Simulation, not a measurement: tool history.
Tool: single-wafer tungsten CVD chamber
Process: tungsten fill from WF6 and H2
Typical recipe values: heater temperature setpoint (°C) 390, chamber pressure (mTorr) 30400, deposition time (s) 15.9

run    hour  heater temperature setpoint (°C)  chamber pressure (mTorr)  deposition time (s)  wafers since the last listed run  hours since the last thermocouple change  hours since the last manometer calibration  hours since the showerhead was replaced  hours since the gauge calibration  read-back reference wafer on the same gauge, thickness_nm  mean film thickness on the monitor wafer (angstrom)
  1     0.0                               390                     27100                 13.5                                 0                                    1217.7                                       192.5                                   1105.0                              963.9                                                     39.836                                               297.07
  2    65.0                               390                     27100                 13.5                               918                                    1282.7                                       257.5                                   1170.0                             1028.9                                                     39.806                                               295.57
  3   117.0                               390                     27100                 13.5                               734                                    1334.7                                       309.5                                   1222.0                             1080.9                                                     39.812                                               296.83
  4   155.5                               390                     33500                 15.9                               543                                    1373.2                                       348.0                                   1260.5                             1119.4                                                     39.753                                               414.98
  5   210.2                               390                     33500                 15.9                               772                                    1427.9                                       402.7                                   1315.2                             1174.1                                                     39.815                                               416.80
  6   274.9                               399                     30400                 15.9                               913                                    1492.6                                       467.4                                   1379.9                             1238.8                                                     39.806                                               453.89
  7   319.6                               399                     30400                 15.9                               631                                    1537.3                                       512.1                                   1424.6                             1283.5                                                     39.810                                               455.88
  8   383.8                               399                     30400                 15.9                               906                                    1601.5                                       576.3                                   1488.8                             1347.7                                                     39.821                                               453.41
  9   442.9                               395                     30400                 15.9                               834                                    1660.6                                       635.4                                   1547.9                             1406.8                                                     39.778                                               419.40
 10   512.7                               395                     30400                 15.9                               985                                    1730.4                                       705.2                                   1617.7                             1476.6                                                     39.835                                               421.33
 11   549.9                               390                     34100                 15.0                               525                                    1767.6                                       742.4                                   1654.9                             1513.8                                                     39.736                                               395.25
 12   595.4                               390                     34100                 15.0                               642                                    1813.1                                       787.9                                   1700.4                             1559.3                                                     39.793                                               395.16
 13   657.5                               390                     34100                 15.0                               877                                    1875.2                                       850.0                                   1762.5                             1621.4                                                     39.794                                               396.91
      670.1  -- thermocouple changed; heater temperature recalibrated
 14   717.9                               390                     30400                 15.9                               740                                      47.8                                       910.4                                   1822.9                             1681.8                                                     39.752                                               391.88
 15   778.3                               390                     30400                 18.4                               853                                     108.2                                       970.8                                   1883.3                             1742.2                                                     39.819                                               450.75
 16   840.2                               379                     24800                 18.0                               874                                     170.1                                      1032.7                                   1945.2                             1804.1                                                     39.780                                               297.85
 17   881.2                               390                     30400                 15.9                               579                                     211.1                                      1073.7                                   1986.2                             1845.1                                                     39.831                                               389.56
      906.3  -- gauge calibrated
 18   931.7                               398                     35900                 18.8                               713                                     261.6                                      1124.2                                   2036.7                               25.4                                                     39.836                                               605.58
 19  1001.8                               390                     35500                 15.9                               990                                     331.7                                      1194.3                                   2106.8                               95.5                                                     39.774                                               436.68
 20  1064.3                               390                     25300                 15.9                               882                                     394.2                                      1256.8                                   2169.3                              158.0                                                     39.800                                               328.01
 21  1101.7                               400                     35400                 13.2                               528                                     431.6                                      1294.2                                   2206.7                              195.4                                                     39.816                                               432.58
 22  1153.5                               390                     30400                 15.9                               731                                     483.4                                      1346.0                                   2258.5                              247.2                                                     39.785                                               388.19
     1199.3  -- showerhead replaced
 23  1220.3                               390                     30400                 15.9                               830                                     550.2                                      1412.8                                     21.0                              314.0                                                     39.733                                               386.76
 24  1282.7                               380                     33000                 13.0                               881                                     612.6                                      1475.2                                     83.4                              376.4                                                     39.728                                               279.05
 25  1343.0                               390                     30400                 18.4                               851                                     672.9                                      1535.5                                    143.7                              436.7                                                     39.777                                               447.61
     1352.6  -- capacitance manometer re-zeroed and calibrated
 26  1405.8                               390                     36000                 12.9                               773                                     735.7                                        53.2                                    206.5                              499.5                                                     39.802                                               355.07
 27  1470.1                               384                     30400                 13.0                               908                                     800.0                                       117.5                                    270.8                              563.8                                                     39.817                                               280.97
 28  1539.9                               390                     30400                 17.2                               985                                     869.8                                       187.3                                    340.6                              633.6                                                     39.825                                               416.89
 29  1599.3                               390                     35500                 15.9                               838                                     929.2                                       246.7                                    400.0                              693.0                                                     39.780                                               432.70
 30  1657.2                               390                     30400                 15.9                               817                                     987.1                                       304.6                                    457.9                              750.9                                                     39.801                                               384.71
 31  1722.2                               386                     35200                 18.5                               918                                    1052.1                                       369.6                                    522.9                              815.9                                                     39.794                                               463.62
 32  1753.1                               390                     30400                 15.9                               436                                    1083.0                                       400.5                                    553.8                              846.8                                                     39.766                                               384.43
 33  1809.1                               390                     30400                 18.9                               790                                    1139.0                                       456.5                                    609.8                              902.8                                                     39.785                                               459.42

Consider 5 possible next runs. They are alternatives, not a sequence: every one starts from the tool as it was left by run 33. What does each give?
  A  1809.5                               390                     30400                 15.9                                 5                                    1139.4                                       456.9                                    610.2                              903.2                                                          ?                                                    ?
  B  1809.5                               390                     26300                 14.2                                 5                                    1139.4                                       456.9                                    610.2                              903.2                                                          ?                                                    ?
  C  1809.5                               380                     34900                 12.8                                 5                                    1139.4                                       456.9                                    610.2                              903.2                                                          ?                                                    ?
  D  1809.5                               390                     30400                 14.2                                 5                                    1139.4                                       456.9                                    610.2                              903.2                                                          ?                                                    ?
  E  1809.5                               397                     26400                 16.7                                 5                                    1139.4                                       456.9                                    610.2                              903.2                                                          ?                                                    ?

run  read-back reference wafer on the same gauge, thickness_nm  mean film thickness on the monitor wafer (angstrom)
  A                                                     39.817                                               384.04
  B                                                     39.817                                               302.54
  C                                                     39.817                                               283.30
  D                                                     39.817                                               342.81
  E                                                     39.817                                               406.32
With no hidden state in the tool, these same runs would have given:
run  mean film thickness on the monitor wafer (angstrom)
  A                                               389.84
  B                                               307.11
  C                                               287.74
  D                                               347.98
  E                                               412.19
